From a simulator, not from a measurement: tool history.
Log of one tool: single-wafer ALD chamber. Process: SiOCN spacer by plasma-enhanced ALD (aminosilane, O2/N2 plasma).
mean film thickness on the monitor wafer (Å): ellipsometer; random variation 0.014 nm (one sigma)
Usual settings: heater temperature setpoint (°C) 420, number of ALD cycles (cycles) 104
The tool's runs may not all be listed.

run	day	heater temperature setpoint (°C)	number of ALD cycles (cycles)	read-back reference wafer on the same gauge, thickness_nm	mean film thickness on the monitor wafer (Å)
1	0	424	94	6.022	49.11
2	3.904	420	90	6.019	47.28
3	5.467	420	90	6.016	47.33
4	9.229	420	104	6.021	54.8
5	12.571	420	104	6.024	54.7
6	14.338	420	104	6.019	54.79
# day 16.267: thermocouple changed; heater temperature recalibrated
7	17.896	420	104	6.018	55.77
8	20.654	420	104	6.026	55.64
# day 23.383: gauge calibrated
9	24.721	420	104	6.02	55.35
10	28.95	420	88	6.022	46.89
11	31.404	432	96	6.019	49.43
12	33.658	429	104	6.015	53.73
13	37.138	429	104	6.017	53.77
14	40.742	435	95	6.018	47.99
15	44.538	406	104	6.022	57.2
16	47.658	420	110	6.023	58.26

Forecast each of these 5 alternatives for the next run:
A	47.683	420	104	?	?
B	47.683	409	104	?	?
C	47.683	433	97	?	?
D	47.683	435	104	?	?
E	47.683	409	86	?	?

run	read-back reference wafer on the same gauge, thickness_nm	mean film thickness on the monitor wafer (Å)
A	6.02	55.08
B	6.02	56.8
C	6.02	49.47
D	6.02	52.73
E	6.02	46.97
Without the tool's hidden state the same runs would have given:
run	mean film thickness on the monitor wafer (Å)
A	55.74
B	57.46
C	50.09
D	53.39
E	47.52
